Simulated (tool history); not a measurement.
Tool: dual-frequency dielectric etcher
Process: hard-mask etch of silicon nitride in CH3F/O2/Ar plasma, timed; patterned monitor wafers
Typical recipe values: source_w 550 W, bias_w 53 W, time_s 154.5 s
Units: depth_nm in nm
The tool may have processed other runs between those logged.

| run | day | source_w | bias_w | time_s | read-back reference wafer on the same gauge, depth_nm | depth_nm |
|---|---|---|---|---|---|---|
| 1 | 0 | 440 | 53 | 154.5 | 109 | 102.5 |
| 2 | 2.529 | 440 | 53 | 154.5 | 108.7 | 102.3 |
|  | 5.108 | wet clean of the chamber |
| 3 | 8.408 | 440 | 53 | 154.5 | 108.9 | 100.7 |
| 4 | 9.875 | 590 | 53 | 154.5 | 109.1 | 123.8 |
| 5 | 10.896 | 550 | 53 | 154.5 | 108.9 | 117.3 |
| 6 | 12.088 | 550 | 53 | 154.5 | 109.2 | 118.1 |
| 7 | 17.346 | 550 | 53 | 154.5 | 109 | 119.7 |
| 8 | 20.129 | 550 | 53 | 154.5 | 108.9 | 119.5 |
|  | 21.675 | wet clean of the chamber |
| 9 | 21.696 | 550 | 53 | 154.5 | 109.2 | 113.9 |
| 10 | 23.438 | 510 | 53 | 154.5 | 108.7 | 110.3 |
|  | 23.975 | source power generator calibrated |
|  | 25.388 | bias power generator calibrated |
| 11 | 25.7 | 550 | 53 | 154.5 | 108.8 | 115.6 |
| 12 | 28.283 | 550 | 53 | 154.5 | 109 | 117.5 |
| 13 | 31.5 | 450 | 60 | 154.5 | 109.1 | 107.8 |
| 14 | 33.729 | 450 | 47 | 154.5 | 108.7 | 99.8 |
|  | 34.917 | upper electrode replaced |
| 15 | 35.279 | 550 | 53 | 169 | 109 | 130.6 |
|  | 40.462 | wet clean of the chamber |
| 16 | 41.421 | 550 | 53 | 178 | 109.1 | 132 |
| 17 | 43.633 | 680 | 62 | 188 | 109 | 168.9 |
| 18 | 45.692 | 550 | 56 | 154.5 | 109.1 | 120.3 |
| 19 | 47.004 | 550 | 53 | 197 | 109.2 | 150.8 |
|  | 48.225 | gauge calibrated |
| 20 | 48.792 | 550 | 53 | 154.5 | 108.9 | 118.6 |
| 21 | 55.542 | 600 | 46 | 154.5 | 109 | 122.8 |
| 22 | 58.379 | 500 | 63 | 174 | 108.9 | 136.3 |
|  | 60.238 | wet clean of the chamber |
| 23 | 60.304 | 440 | 53 | 154.5 | 108.8 | 97.3 |
| 24 | 62.95 | 550 | 53 | 154.5 | 109.1 | 115.5 |
| 25 | 64.542 | 450 | 53 | 154.5 | 109 | 101.2 |
| 26 | 66.875 | 550 | 42 | 168 | 108.9 | 119.1 |
| 27 | 69.329 | 550 | 43 | 190 | 109.1 | 133.9 |
| 28 | 71.629 | 550 | 50 | 154.5 | 109 | 116.1 |
| 29 | 73.246 | 550 | 53 | 177 | 109 | 136.1 |
| 30 | 76.017 | 670 | 58 | 154.5 | 109.1 | 139.1 |
| 31 | 78.117 | 550 | 53 | 154.5 | 108.9 | 120.3 |

Measured less the same run without the tool's hidden state. The same run-to-run variation is in both; the gauge's scatter may not be:
The tool's hidden condition here consists of: etch rate over this chamber's usual, %; source power that arrives over what is set, %; bias power that arrives over what is set, %; gauge reads high (%).
| run | depth_nm |
|---|---|
| 1 | +3.1 |
| 2 | +3.8 |
| 3 | +1.9 |
| 4 | +2.8 |
| 5 | +3 |
| 6 | +3.4 |
| 7 | +5.2 |
| 8 | +6 |
| 9 | +0.1 |
| 10 | +0.6 |
| 11 | +1.4 |
| 12 | +2.3 |
| 13 | +3.1 |
| 14 | +3.4 |
| 15 | +5 |
| 16 | +0.8 |
| 17 | +2.2 |
| 18 | +2.3 |
| 19 | +3.4 |
| 20 | +3.2 |
| 21 | +5.7 |
| 22 | +7.3 |
| 23 | -0.3 |
| 24 | +0.4 |
| 25 | +0.8 |
| 26 | +1.9 |
| 27 | +3 |
| 28 | +3.3 |
| 29 | +4.6 |
| 30 | +5.7 |
| 31 | +5.6 |
